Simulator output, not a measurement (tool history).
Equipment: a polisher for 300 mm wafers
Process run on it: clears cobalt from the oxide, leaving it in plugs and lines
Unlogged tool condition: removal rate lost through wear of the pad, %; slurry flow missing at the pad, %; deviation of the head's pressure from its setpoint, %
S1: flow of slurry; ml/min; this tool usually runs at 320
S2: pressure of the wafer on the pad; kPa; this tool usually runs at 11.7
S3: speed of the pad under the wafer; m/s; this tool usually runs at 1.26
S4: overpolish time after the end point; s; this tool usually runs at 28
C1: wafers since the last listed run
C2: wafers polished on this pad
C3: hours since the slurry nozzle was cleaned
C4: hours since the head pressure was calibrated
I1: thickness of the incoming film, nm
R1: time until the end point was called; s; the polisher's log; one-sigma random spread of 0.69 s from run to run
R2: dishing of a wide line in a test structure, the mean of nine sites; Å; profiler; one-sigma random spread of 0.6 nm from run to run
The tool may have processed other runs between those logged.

run,hour,S1,S2,S3,S4,C1,C2,C3,C4,I1,R1,R2
1,0.0,320,11.7,1.26,28,0,646,602.3,792.8,239.8,46.7,475
2,7.7,320,11.7,1.26,28,79,726,610.0,800.5,244.8,48.0,481
3,15.2,320,11.7,1.26,28,77,803,617.5,808.0,239.7,47.1,484
# hour 32.9: worn pad replaced by a new one
4,33.4,320,11.7,1.26,28,146,5,635.7,826.2,237.3,42.3,494
5,44.0,320,11.7,1.26,28,109,114,646.3,836.8,234.9,43.3,484
6,53.6,320,11.7,1.26,28,98,213,655.9,846.4,241.4,45.8,482
7,60.7,320,11.7,1.26,28,73,286,663.0,853.5,242.7,46.7,487
8,74.8,320,11.7,1.00,28,145,431,677.1,867.6,238.7,55.1,462
9,85.3,320,11.7,1.00,28,108,540,687.6,878.1,236.9,56.7,475
10,98.0,320,11.7,1.00,28,130,670,700.3,890.8,237.7,54.5,457
11,115.6,320,11.7,1.26,28,181,852,717.9,908.4,240.9,46.4,486
# hour 123.1: worn pad replaced by a new one
12,149.3,320,11.7,1.26,28,305,269,751.6,942.1,239.2,44.4,485
13,162.2,320,11.7,1.26,28,132,402,764.5,955.0,238.5,46.7,491
14,170.8,375,11.7,1.26,28,88,491,773.1,963.6,237.6,44.6,486
# hour 172.7: slurry nozzle cleaned
15,183.4,375,11.7,1.26,28,119,610,10.7,976.2,244.0,47.3,480
16,191.5,375,11.7,1.26,28,83,694,18.8,984.3,237.4,46.1,488
# hour 206.0: worn pad replaced by a new one
17,206.5,320,11.7,1.26,28,113,5,33.8,999.3,237.3,43.2,493
# hour 241.6: head pressure recalibrated
18,257.0,240,11.7,1.26,28,499,504,84.3,15.4,238.5,46.5,479
19,269.6,320,11.7,1.26,28,129,634,96.9,28.0,243.1,48.1,481
# hour 283.4: worn pad replaced by a new one
20,284.6,365,13.8,1.52,35,113,12,111.9,43.0,242.1,33.7,535
21,301.9,280,11.7,0.92,28,178,190,129.2,60.3,235.5,58.0,450
22,309.0,215,11.7,1.62,28,73,263,136.3,67.4,237.4,38.7,503
23,337.8,320,11.7,1.26,38,296,560,165.1,96.2,237.3,46.3,510
24,344.5,225,15.2,0.82,43,69,629,171.8,102.9,237.3,56.2,513
25,352.3,320,9.7,1.38,35,80,709,179.6,110.7,241.2,50.1,512
# hour 359.0: worn pad replaced by a new one
26,359.5,265,11.7,1.26,28,32,5,186.8,117.9,243.0,44.0,481
27,367.3,320,10.3,1.26,12,80,85,194.6,125.7,239.3,48.1,338
28,381.0,320,11.7,1.26,28,141,226,208.3,139.4,239.6,44.9,490
29,388.5,230,9.7,0.92,36,77,303,215.8,146.9,236.7,69.8,468
30,400.2,215,14.5,1.26,39,120,424,227.5,158.6,242.6,42.9,517
31,408.1,265,11.7,1.26,28,81,505,235.4,166.5,241.2,47.1,476
32,423.4,320,15.2,1.26,28,157,663,250.7,181.8,241.1,39.6,508

Hidden state at the last listed run before each entry between runs and at the first one after, where it differs:
Logged between run 3 and run 4: worn pad replaced by a new one (hour 32.9)
  removal rate lost through wear of the pad, %: 7.17 -> 0.353
  measured value less the no-hidden-state value, R1: +3.4 -> +0.1 s; R2: -8 -> +0 Å
Logged between run 11 and run 12: worn pad replaced by a new one (hour 123.1)
  removal rate lost through wear of the pad, %: 7.22 -> 5.28
  measured value less the no-hidden-state value, R1: +3.4 -> +2.3 s; R2: -8 -> -6 Å
Logged between run 14 and run 15: slurry nozzle cleaned (hour 172.7)
  removal rate lost through wear of the pad, %: 6.84 -> 7.33
  measured value less the no-hidden-state value, R1: +3.0 -> +3.5 s; R2: -7 -> -8 Å
Logged between run 16 and run 17: worn pad replaced by a new one (hour 206.0)
  removal rate lost through wear of the pad, %: 7.55 -> 0.588
  measured value less the no-hidden-state value, R1: +3.5 -> +0.3 s; R2: -9 -> -1 Å
Logged between run 17 and run 18: head pressure recalibrated (hour 241.6)
  removal rate lost through wear of the pad, %: 0.588 -> 6.64
  measured value less the no-hidden-state value, R1: +0.3 -> +3.1 s; R2: -1 -> -8 Å
Logged between run 19 and run 20: worn pad replaced by a new one (hour 283.4)
  removal rate lost through wear of the pad, %: 7.08 -> 0.453
  measured value less the no-hidden-state value, R1: +3.4 -> +0.2 s; R2: -8 -> +0 Å
Logged between run 25 and run 26: worn pad replaced by a new one (hour 359.0)
  removal rate lost through wear of the pad, %: 6.9 -> 1.42
  measured value less the no-hidden-state value, R1: +3.5 -> +0.6 s; R2: -6 -> -2 Å
